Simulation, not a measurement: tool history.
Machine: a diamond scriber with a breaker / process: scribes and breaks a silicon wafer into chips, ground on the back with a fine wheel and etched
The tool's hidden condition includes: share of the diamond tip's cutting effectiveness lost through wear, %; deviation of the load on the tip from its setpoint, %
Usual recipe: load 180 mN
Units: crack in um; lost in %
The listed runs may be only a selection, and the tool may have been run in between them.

run	hour	load	wafers since the last listed run	hours since the diamond tip was replaced	hours since the load on the tip was calibrated	incoming depth of the damage left on the back of the incoming wafer, um	crack	lost
1	0	180	0	357.6	1030.5	0.36	10.25	14.55
2	26.1	180	58	383.7	1056.6	0.38	10.56	15.51
3	41.8	180	35	399.4	1072.3	0.62	10.61	15.3
4	69	180	60	426.6	1099.5	0.73	10.26	15.35
5	87.9	180	42	445.5	1118.4	0.58	10.2	17.07
6	120.9	180	73	478.5	1151.4	0.57	10.4	16.73
7	133.7	216	28	491.3	1164.2	0.78	12.42	1.62
8	168.9	180	78	526.5	1199.4	0.52	10.32	18.63
# hour 178.2: load on the tip recalibrated
9	192.6	180	48	550.2	14.4	0.61	10.22	17.36
# hour 222.6: diamond tip replaced by a new one
10	224.9	180	67	2.3	46.7	0.71	12.52	0.8
11	244.2	180	43	21.6	66	0.33	12.97	1.22
12	277.8	226	75	55.2	99.6	0.59	15	7.86
13	309.1	146	69	86.5	130.9	0.79	9.62	28.34
14	324.7	208	34	102.1	146.5	0.69	13.57	1.06
15	348.9	180	54	126.3	170.7	0.51	11.91	4.98
16	374.7	141	57	152.1	196.5	0.59	9.03	41.02
17	403	180	63	180.4	224.8	0.59	11.38	6.64
18	416.9	134	31	194.3	238.7	0.41	8.13	49.46
19	449	133	71	226.4	270.8	0.72	8.05	57.98

Measured minus without-hidden-state, run by run (identical run-to-run variation in each term; gauge scatter may differ):
run	crack	lost
1	-2.38	+14.03
2	-2.53	+14.98
3	-2.57	+14.78
4	-2.55	+14.85
5	-2.57	+16.53
6	-2.68	+16.22
7	-3.23	-9.15
8	-2.74	+18.08
9	-2.73	+16.86
10	-0.37	+0.29
11	-0.6	+0.69
12	-1.07	-7.8
13	-0.89	+12.47
14	-1.41	-5.63
15	-1.41	+4.43
16	-1.21	+19.27
17	-1.68	+6.13
18	-1.26	+20.91
19	-1.36	+24.93
